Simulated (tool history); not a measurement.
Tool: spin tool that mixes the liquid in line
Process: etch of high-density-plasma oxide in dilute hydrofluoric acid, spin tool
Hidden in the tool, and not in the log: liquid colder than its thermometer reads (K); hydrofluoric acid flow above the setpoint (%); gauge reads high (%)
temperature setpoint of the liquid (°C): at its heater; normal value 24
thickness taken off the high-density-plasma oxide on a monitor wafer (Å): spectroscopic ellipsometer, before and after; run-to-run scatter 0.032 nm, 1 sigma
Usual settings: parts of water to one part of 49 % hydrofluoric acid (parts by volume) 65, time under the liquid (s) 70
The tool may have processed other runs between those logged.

run	day	temperature setpoint of the liquid (°C)	parts of water to one part of 49 % hydrofluoric acid (parts by volume)	time under the liquid (s)	wafers since the last listed run	hours since the thermometer was replaced	hours since the hydrofluoric acid flow meter was replaced	hours since the gauge calibration	read-back film thickness of the high-density-plasma oxide reference wafer, read on the same gauge (nm)	thickness taken off the high-density-plasma oxide on a monitor wafer (Å)
1	0	24	45	50	0	324.2	1391.4	652.7	50	60.1
2	2.996	24	45	50	818	396.1	1463.3	724.6	50.02	60.6
3	4.133	24	65	50	310	423.4	1490.6	751.9	50	41.1
4	6.112	24	65	50	540	470.9	1538.1	799.4	49.99	41.3
# day 6.671: gauge calibrated
5	8.592	24	65	50	677	530.4	1597.6	46.1	49.98	41.6
6	11.125	27.5	65	70	692	591.2	1658.4	106.9	50	66.5
7	13.592	27.5	65	70	674	650.4	1717.6	166.1	50.01	66.4
8	16.204	27.5	65	70	713	713.1	1780.3	228.8	50.01	66.9
9	17.854	24	65	70	450	752.7	1819.9	268.4	50	58.3
10	20.033	24	65	70	595	805	1872.2	320.7	50.02	58.5
11	22.354	24	65	70	634	860.7	1927.9	376.4	50.01	58.5
# day 24.792: hydrofluoric acid flow meter replaced
12	26.254	24	65	70	1054	954.3	35.1	470	50.01	53.1
13	27.654	24	65	70	382	987.9	68.7	503.6	50.03	53.1
# day 28.608: thermometer replaced
14	29.325	24	90	70	445	17.2	108.8	543.7	50.03	37.6
15	31.75	24	50	105	662	75.4	167	601.9	50.05	108.1
16	33.921	24	40	70	593	127.5	219.1	654	50	90
17	35.475	26.5	50	70	424	164.8	256.4	691.3	50.04	79.4
# day 35.95: gauge calibrated
18	37.1	19	65	30	444	203.8	295.4	27.6	50	18.8
19	39.217	24	65	95	578	254.6	346.2	78.4	50	73.6
20	42.217	24	65	70	819	326.6	418.2	150.4	50	54.8
21	44.967	19.5	65	85	751	392.6	484.2	216.4	50.03	55
22	47.242	24	65	70	621	447.2	538.8	271	50.03	55
23	49.429	24	65	50	597	499.7	591.3	323.5	49.99	39.4
24	50.75	24	80	70	360	531.4	623	355.2	49.98	44.1
25	52.992	22	65	95	612	585.2	676.8	409	50.03	68.7
26	54.146	24	45	45	315	612.9	704.5	436.7	50.02	53
27	55.733	20	80	30	433	651	742.6	474.8	49.99	15.9

Below are 5 alternative next runs, each starting from the tool's condition after run 27. Predict each:
A	55.75	24	35	70	4	651.4	743	475.2	?	?
B	55.75	20.5	45	45	4	651.4	743	475.2	?	?
C	55.75	26.5	65	70	4	651.4	743	475.2	?	?
D	55.75	20.5	95	70	4	651.4	743	475.2	?	?
E	55.75	24	45	40	4	651.4	743	475.2	?	?

run	read-back film thickness of the high-density-plasma oxide reference wafer, read on the same gauge (nm)	thickness taken off the high-density-plasma oxide on a monitor wafer (Å)
A	50	107
B	50	45.6
C	50	61.3
D	50	31.7
E	50	46.9
Without the tool's unlogged condition, the same runs would have read:
run	thickness taken off the high-density-plasma oxide on a monitor wafer (Å)
A	102.8
B	43.8
C	58.8
D	30.4
E	45.1
